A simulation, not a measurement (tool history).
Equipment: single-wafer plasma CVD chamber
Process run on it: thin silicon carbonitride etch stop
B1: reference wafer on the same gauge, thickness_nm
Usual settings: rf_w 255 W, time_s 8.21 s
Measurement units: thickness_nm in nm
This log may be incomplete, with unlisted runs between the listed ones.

{"run": 1, "hour": 0.0, "rf_w": 280, "time_s": 8.21, "B1": 4.54, "thickness_nm": 4.79}
{"run": 2, "hour": 16.7, "rf_w": 255, "time_s": 7.04, "B1": 4.544, "thickness_nm": 4.013}
{"run": 3, "hour": 31.2, "rf_w": 280, "time_s": 7.51, "B1": 4.536, "thickness_nm": 4.404}
{"run": 4, "hour": 48.6, "rf_w": 230, "time_s": 7.47, "B1": 4.539, "thickness_nm": 4.065}
{"run": 5, "hour": 82.9, "rf_w": 255, "time_s": 7.76, "B1": 4.542, "thickness_nm": 4.37}
{"run": 6, "hour": 111.3, "rf_w": 255, "time_s": 7.76, "B1": 4.535, "thickness_nm": 4.417}
{"run": 7, "hour": 124.2, "rf_w": 255, "time_s": 7.76, "B1": 4.539, "thickness_nm": 4.366}
{"run": 8, "hour": 142.0, "rf_w": 240, "time_s": 7.83, "B1": 4.54, "thickness_nm": 4.338}
{"run": 9, "hour": 165.5, "rf_w": 255, "time_s": 8.21, "B1": 4.538, "thickness_nm": 4.652}
{"run": 10, "hour": 180.9, "rf_w": 255, "time_s": 8.21, "B1": 4.54, "thickness_nm": 4.664}
{"run": 11, "hour": 215.8, "rf_w": 255, "time_s": 8.21, "B1": 4.539, "thickness_nm": 4.649}
{"run": 12, "hour": 238.8, "rf_w": 255, "time_s": 8.21, "B1": 4.538, "thickness_nm": 4.643}
{"run": 13, "hour": 258.3, "rf_w": 255, "time_s": 8.21, "B1": 4.543, "thickness_nm": 4.613}
{"run": 14, "hour": 274.1, "rf_w": 255, "time_s": 8.77, "B1": 4.541, "thickness_nm": 4.948}
{"run": 15, "hour": 301.3, "rf_w": 255, "time_s": 8.77, "B1": 4.538, "thickness_nm": 4.964}
{"run": 16, "hour": 336.9, "rf_w": 255, "time_s": 8.77, "B1": 4.542, "thickness_nm": 4.868}
{"run": 17, "hour": 369.7, "rf_w": 255, "time_s": 8.21, "B1": 4.541, "thickness_nm": 4.565}
{"run": 18, "hour": 395.0, "rf_w": 205, "time_s": 6.58, "B1": 4.539, "thickness_nm": 3.384}
{"run": 19, "hour": 499.8, "rf_w": 255, "time_s": 9.0, "B1": 4.544, "thickness_nm": 5.162}
{"run": 20, "hour": 514.2, "rf_w": 215, "time_s": 6.7, "B1": 4.539, "thickness_nm": 3.624}
{"run": 21, "hour": 530.1, "rf_w": 235, "time_s": 6.64, "B1": 4.544, "thickness_nm": 3.705}
{"run": 22, "hour": 571.9, "rf_w": 255, "time_s": 9.0, "B1": 4.541, "thickness_nm": 5.185}
{"run": 23, "hour": 595.0, "rf_w": 305, "time_s": 7.05, "B1": 4.535, "thickness_nm": 4.319}
{"run": 24, "hour": 626.6, "rf_w": 290, "time_s": 8.86, "B1": 4.542, "thickness_nm": 5.331}
{"run": 25, "hour": 648.0, "rf_w": 255, "time_s": 7.39, "B1": 4.537, "thickness_nm": 4.247}
{"run": 26, "hour": 682.4, "rf_w": 215, "time_s": 6.85, "B1": 4.537, "thickness_nm": 3.713}
{"run": 27, "hour": 699.1, "rf_w": 215, "time_s": 6.96, "B1": 4.542, "thickness_nm": 3.772}
{"run": 28, "hour": 715.5, "rf_w": 205, "time_s": 8.21, "B1": 4.538, "thickness_nm": 4.38}
{"run": 29, "hour": 737.1, "rf_w": 255, "time_s": 8.21, "B1": 4.54, "thickness_nm": 4.725}
{"run": 30, "hour": 835.8, "rf_w": 235, "time_s": 7.57, "B1": 4.535, "thickness_nm": 4.235}
{"run": 31, "hour": 850.2, "rf_w": 215, "time_s": 9.56, "B1": 4.539, "thickness_nm": 5.181}
{"run": 32, "hour": 864.2, "rf_w": 255, "time_s": 8.21, "B1": 4.538, "thickness_nm": 4.704}
{"run": 33, "hour": 896.7, "rf_w": 255, "time_s": 8.21, "B1": 4.537, "thickness_nm": 4.707}
{"run": 34, "hour": 924.2, "rf_w": 255, "time_s": 8.21, "B1": 4.542, "thickness_nm": 4.688}

The log once held 6 entries between its listed runs, left out of this copy. Where does each go, and what is different about the tool's unlogged condition between the listed run before it and the listed run after it?
In the gap between runs 3 and 4: gauge calibrated (hour 45.1)
  delivered RF power above the setpoint (%): -4.82 -> -4.87
  measured less the result without the state, thickness_nm: -0.079 -> -0.073 nm
In the gap between runs 15 and 16: RF generator calibrated (hour 336.4)
  delivered RF power above the setpoint (%): -5.61 -> -9.94
  measured less the result without the state, thickness_nm: -0.104 -> -0.186 nm
In the gap between runs 18 and 19: RF generator calibrated, repeated, since the last time left the tool worse (hour 498.8)
  delivered RF power above the setpoint (%): -10.1 -> -0.313
  measured less the result without the state, thickness_nm: -0.132 -> -0.006 nm
In the gap between runs 21 and 22: thermocouple changed; heater temperature recalibrated (hour 555.2); showerhead replaced (hour 571.4)
  delivered RF power above the setpoint (%): -0.402 -> -0.524
  measured less the result without the state, thickness_nm: -0.005 -> -0.010 nm
In the gap between runs 25 and 26: gauge calibrated (hour 662.8)
  delivered RF power above the setpoint (%): -0.747 -> -0.847
  measured less the result without the state, thickness_nm: -0.011 -> -0.012 nm
